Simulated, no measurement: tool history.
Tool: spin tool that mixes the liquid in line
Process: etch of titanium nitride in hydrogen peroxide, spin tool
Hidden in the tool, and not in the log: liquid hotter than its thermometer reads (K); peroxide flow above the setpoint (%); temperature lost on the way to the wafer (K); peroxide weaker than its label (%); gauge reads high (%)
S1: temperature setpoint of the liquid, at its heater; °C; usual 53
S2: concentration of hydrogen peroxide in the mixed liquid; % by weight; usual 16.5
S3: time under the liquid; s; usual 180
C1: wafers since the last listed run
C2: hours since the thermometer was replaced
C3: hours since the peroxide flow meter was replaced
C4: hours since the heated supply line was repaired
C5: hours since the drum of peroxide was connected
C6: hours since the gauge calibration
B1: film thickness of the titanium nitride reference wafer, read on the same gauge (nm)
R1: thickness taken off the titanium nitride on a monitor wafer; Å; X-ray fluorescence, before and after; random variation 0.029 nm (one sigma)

run,hour,S1,S2,S3,C1,C2,C3,C4,C5,C6,B1,R1
1,0,53,16.5,180,0,2724.5,860.6,2370.5,814.6,16.6,69.99,89
2,16.8,53,16.5,180,89,2741.3,877.4,2387.3,831.4,33.4,70.01,89.1
3,29.9,60.5,20.5,180,69,2754.4,890.5,2400.4,844.5,46.5,69.99,155.7
4,36.9,60.5,20.5,180,37,2761.4,897.5,2407.4,851.5,53.5,69.99,157
5,50,60.5,20.5,180,69,2774.5,910.6,2420.5,864.6,66.6,70,156.6
6,60.4,53,16.5,180,55,2784.9,921,2430.9,875,77,70,89.2
7,75.1,53,16.5,180,78,2799.6,935.7,2445.6,889.7,91.7,70.01,88.6
8,83.2,53,16.5,180,43,2807.7,943.8,2453.7,897.8,99.8,70,89.2
9,92.3,53,16.5,180,48,2816.8,952.9,2462.8,906.9,108.9,70,88.9
10,101.9,60.5,15,180,51,2826.4,962.5,2472.4,916.5,118.5,70,146
# hour 103: peroxide flow meter replaced
11,115.3,60.5,15,180,66,2839.8,12.3,2485.8,929.9,131.9,69.98,147.1
12,124.3,61.5,16.5,120,47,2848.8,21.3,2494.8,938.9,140.9,70,107.1
13,137.4,61.5,16.5,180,69,2861.9,34.4,2507.9,952,154,70.01,159.6
# hour 153.4: thermometer replaced
14,153.9,44,14.5,210,82,0.5,50.9,2524.4,968.5,170.5,69.99,43.8
# hour 158.1: heated supply line repaired
15,159.9,58.5,14.5,110,26,6.5,56.9,1.8,974.5,176.5,69.99,74.3
# hour 189.6: gauge calibrated
16,209.9,53,16.5,180,266,56.5,106.9,51.8,1024.5,20.3,69.99,84.9
17,221.2,53,16.5,180,60,67.8,118.2,63.1,1035.8,31.6,69.99,84.5
# hour 222.7: new drum of peroxide connected
18,236.8,58,12,285,77,83.4,133.8,78.7,14.1,47.2,70,178.5
19,252.1,53,16.5,180,81,98.7,149.1,94,29.4,62.5,69.99,84.9
20,259.7,59.5,18.5,210,40,106.3,156.7,101.6,37,70.1,70,160
21,271.8,49.5,12,225,64,118.4,168.8,113.7,49.1,82.2,70.02,77.5
22,279.3,53,16.5,180,39,125.9,176.3,121.2,56.6,89.7,70,85.2

The tool's hidden state at each run:
peroxide flow above the setpoint (%): 0 in every run
peroxide weaker than its label (%): 0 in every run
gauge reads high (%): 0 in every run
H1: liquid hotter than its thermometer reads (K)
H2: temperature lost on the way to the wafer (K)
run,H1,H2
1,2.45,1.93
2,2.47,1.94
3,2.48,1.95
4,2.48,1.96
5,2.49,1.97
6,2.5,1.98
7,2.52,1.99
8,2.52,2
9,2.53,2
10,2.54,2.01
11,2.55,2.02
12,2.56,2.03
13,2.57,2.04
14,0.145,2.05
15,0.15,0.277
16,0.193,0.317
17,0.202,0.326
18,0.216,0.338
19,0.229,0.351
20,0.235,0.357
21,0.246,0.366
22,0.252,0.372
